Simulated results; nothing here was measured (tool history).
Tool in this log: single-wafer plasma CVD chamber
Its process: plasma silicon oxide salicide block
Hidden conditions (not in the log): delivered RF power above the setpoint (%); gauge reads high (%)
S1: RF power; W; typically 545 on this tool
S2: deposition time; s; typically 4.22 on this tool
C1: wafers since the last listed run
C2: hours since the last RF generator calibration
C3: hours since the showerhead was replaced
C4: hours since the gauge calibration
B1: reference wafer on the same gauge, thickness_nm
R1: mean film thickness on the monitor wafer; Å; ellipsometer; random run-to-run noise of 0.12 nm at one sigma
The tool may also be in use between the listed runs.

run 1 hour=0.0 | S1=490 S2=4.47 | C1=0 C2=1543.3 C3=6506.4 C4=265.1 | B1=40.890 | R1=456.98
run 2 hour=36.9 | S1=490 S2=4.47 | C1=820 C2=1580.2 C3=6543.3 C4=302.0 | B1=40.898 | R1=455.62
run 3 hour=143.3 | S1=490 S2=4.47 | C1=2366 C2=1686.6 C3=6649.7 C4=408.4 | B1=40.911 | R1=457.79
run 4 hour=189.9 | S1=545 S2=4.22 | C1=1036 C2=1733.2 C3=6696.3 C4=455.0 | B1=40.891 | R1=442.67
run 5 hour=227.7 | S1=545 S2=4.22 | C1=840 C2=1771.0 C3=6734.1 C4=492.8 | B1=40.902 | R1=443.56
run 6 hour=327.1 | S1=545 S2=4.22 | C1=2210 C2=1870.4 C3=6833.5 C4=592.2 | B1=40.925 | R1=442.52
run 7 hour=428.3 | S1=545 S2=4.22 | C1=2250 C2=1971.6 C3=6934.7 C4=693.4 | B1=40.911 | R1=441.89
run 8 hour=466.6 | S1=545 S2=4.22 | C1=851 C2=2009.9 C3=6973.0 C4=731.7 | B1=40.909 | R1=441.37
run 9 hour=551.4 | S1=625 S2=3.88 | C1=1886 C2=2094.7 C3=7057.8 C4=816.5 | B1=40.906 | R1=418.19
run 10 hour=653.5 | S1=625 S2=3.88 | C1=2270 C2=2196.8 C3=7159.9 C4=918.6 | B1=40.900 | R1=420.49
run 11 hour=722.0 | S1=440 S2=3.92 | C1=1523 C2=2265.3 C3=7228.4 C4=987.1 | B1=40.912 | R1=388.41
run 12 hour=773.3 | S1=545 S2=4.22 | C1=1141 C2=2316.6 C3=7279.7 C4=1038.4 | B1=40.897 | R1=439.93
run 13 hour=860.0 | S1=480 S2=3.87 | C1=1928 C2=2403.3 C3=7366.4 C4=1125.1 | B1=40.890 | R1=390.58
-- hour=895.5 gauge calibrated
run 14 hour=924.9 | S1=545 S2=3.62 | C1=1443 C2=2468.2 C3=7431.3 C4=29.4 | B1=40.921 | R1=377.17
-- hour=956.5 RF generator calibrated
-- hour=1032.4 showerhead replaced
run 15 hour=1110.9 | S1=590 S2=4.68 | C1=3781 C2=154.4 C3=78.5 C4=215.4 | B1=40.907 | R1=492.18
run 16 hour=1166.0 | S1=505 S2=3.72 | C1=1225 C2=209.5 C3=133.6 C4=270.5 | B1=40.915 | R1=376.96
-- hour=1224.2 RF generator calibrated, repeated, since the last time left the tool worse
run 17 hour=1489.1 | S1=545 S2=3.65 | C1=7008 C2=264.9 C3=456.7 C4=593.6 | B1=40.893 | R1=387.13
run 18 hour=1595.6 | S1=545 S2=3.90 | C1=2368 C2=371.4 C3=563.2 C4=700.1 | B1=40.912 | R1=412.31
run 19 hour=1700.8 | S1=505 S2=4.82 | C1=2339 C2=476.6 C3=668.4 C4=805.3 | B1=40.896 | R1=500.36
run 20 hour=1796.6 | S1=545 S2=4.22 | C1=2130 C2=572.4 C3=764.2 C4=901.1 | B1=40.909 | R1=446.72
run 21 hour=1849.0 | S1=545 S2=4.22 | C1=1165 C2=624.8 C3=816.6 C4=953.5 | B1=40.890 | R1=445.21

A few steps of R1 between consecutive runs. Split each: what settings, incoming material and random variation would produce without the hidden state, and what is left over for the hidden state, along with gauge scatter present in only one of the two compared results (measured, and without hidden state):
Run 14 -> 15: S1 545 -> 590, S2 3.62 -> 4.68, RF generator calibrated, showerhead replaced. R1 +115.01 Å: hidden state -7.06, all else +122.07.
Run 15 -> 16: S1 590 -> 505, S2 4.68 -> 3.72. R1 -115.22 Å: hidden state +3.07, all else -118.29.
Run 16 -> 17: S1 505 -> 545, S2 3.72 -> 3.65, RF generator calibrated, repeated, since the last time left the tool worse. R1 +10.17 Å: hidden state +9.66, all else +0.51.

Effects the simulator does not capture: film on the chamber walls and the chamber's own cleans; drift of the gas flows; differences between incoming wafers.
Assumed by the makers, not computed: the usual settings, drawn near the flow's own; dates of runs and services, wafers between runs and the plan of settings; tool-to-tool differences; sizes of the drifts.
